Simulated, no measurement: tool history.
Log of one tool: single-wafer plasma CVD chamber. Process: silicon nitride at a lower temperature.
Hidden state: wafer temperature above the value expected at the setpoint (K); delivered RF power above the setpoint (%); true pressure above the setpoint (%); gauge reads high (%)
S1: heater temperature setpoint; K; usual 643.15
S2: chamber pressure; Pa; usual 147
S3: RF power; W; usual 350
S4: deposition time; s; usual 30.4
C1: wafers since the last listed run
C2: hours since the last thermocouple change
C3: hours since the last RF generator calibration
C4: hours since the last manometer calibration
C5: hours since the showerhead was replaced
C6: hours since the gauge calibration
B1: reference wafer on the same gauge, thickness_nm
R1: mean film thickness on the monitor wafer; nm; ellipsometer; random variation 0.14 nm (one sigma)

Run 1, day 0.000: usual settings but S2 165 Pa; C1 0; C2 1154.0; C3 1444.6; C4 863.2; C5 3613.3; C6 2859.8; B1 40.694. Result: R1 37.215 nm.
At day 0.362: gauge calibrated.
Run 2, day 2.692: usual settings but S2 165 Pa; C1 1279; C2 1218.6; C3 1509.2; C4 927.8; C5 3677.9; C6 55.9; B1 40.679. Result: R1 37.070 nm.
At day 3.562: RF generator calibrated.
Run 3, day 10.162: usual settings but S1 637.15 K; C1 3392; C2 1397.9; C3 158.4; C4 1107.1; C5 3857.2; C6 235.2; B1 40.685. Result: R1 36.564 nm.
At day 16.196: thermocouple changed; heater temperature recalibrated.
Run 4, day 22.312: usual settings; C1 5616; C2 146.8; C3 450.0; C4 1398.7; C5 4148.8; C6 526.8; B1 40.706. Result: R1 36.041 nm.
Run 5, day 26.050: usual settings but S1 637.15 K, S2 111 Pa; C1 1776; C2 236.5; C3 539.7; C4 1488.4; C5 4238.5; C6 616.5; B1 40.699. Result: R1 32.839 nm.
Run 6, day 29.904: usual settings but S4 27.4 s; C1 1831; C2 329.0; C3 632.2; C4 1580.9; C5 4331.0; C6 709.0; B1 40.694. Result: R1 32.456 nm.
Run 7, day 33.362: usual settings but S2 135 Pa, S3 380 W, S4 35.5 s; C1 1643; C2 412.0; C3 715.2; C4 1663.9; C5 4414.0; C6 792.0; B1 40.677. Result: R1 43.245 nm.
Run 8, day 35.521: usual settings but S1 654.15 K, S2 169 Pa, S3 380 W; C1 1025; C2 463.8; C3 767.0; C4 1715.7; C5 4465.8; C6 843.8; B1 40.692. Result: R1 39.352 nm.
At day 37.800: capacitance manometer re-zeroed and calibrated.
Run 9, day 39.079: usual settings but S1 653.15 K, S4 36.1 s; C1 1532; C2 549.2; C3 852.4; C4 30.7; C5 4551.2; C6 929.2; B1 40.713. Result: R1 42.470 nm.
Run 10, day 41.038: usual settings; C1 930; C2 596.2; C3 899.4; C4 77.7; C5 4598.2; C6 976.2; B1 40.688. Result: R1 35.903 nm.
At day 42.617: showerhead replaced.
Run 11, day 44.667: usual settings but S1 636.15 K; C1 1566; C2 683.3; C3 986.5; C4 164.8; C5 49.2; C6 1063.3; B1 40.693. Result: R1 36.074 nm.
Run 12, day 47.567: usual settings but S3 300 W; C1 1378; C2 752.9; C3 1056.1; C4 234.4; C5 118.8; C6 1132.9; B1 40.690. Result: R1 32.231 nm.
Run 13, day 50.979: usual settings but S4 27.4 s; C1 1622; C2 834.8; C3 1138.0; C4 316.3; C5 200.7; C6 1214.8; B1 40.687. Result: R1 32.302 nm.
Run 14, day 53.646: usual settings; C1 1267; C2 898.8; C3 1202.0; C4 380.3; C5 264.7; C6 1278.8; B1 40.686. Result: R1 35.938 nm.

The next listed run, before its measurement:
At day 56.042: RF generator calibrated.
Run 15, day 57.025: usual settings but S4 28.7 s; C1 1447; C2 979.9; C3 23.6; C4 461.4; C5 345.8; C6 1359.9; B1 ?. Result: R1 ?.

{"run 15": {"B1": 40.696, "R1": 34.649}}
Without the tool's hidden state the same run would have given R1 34.789 nm.
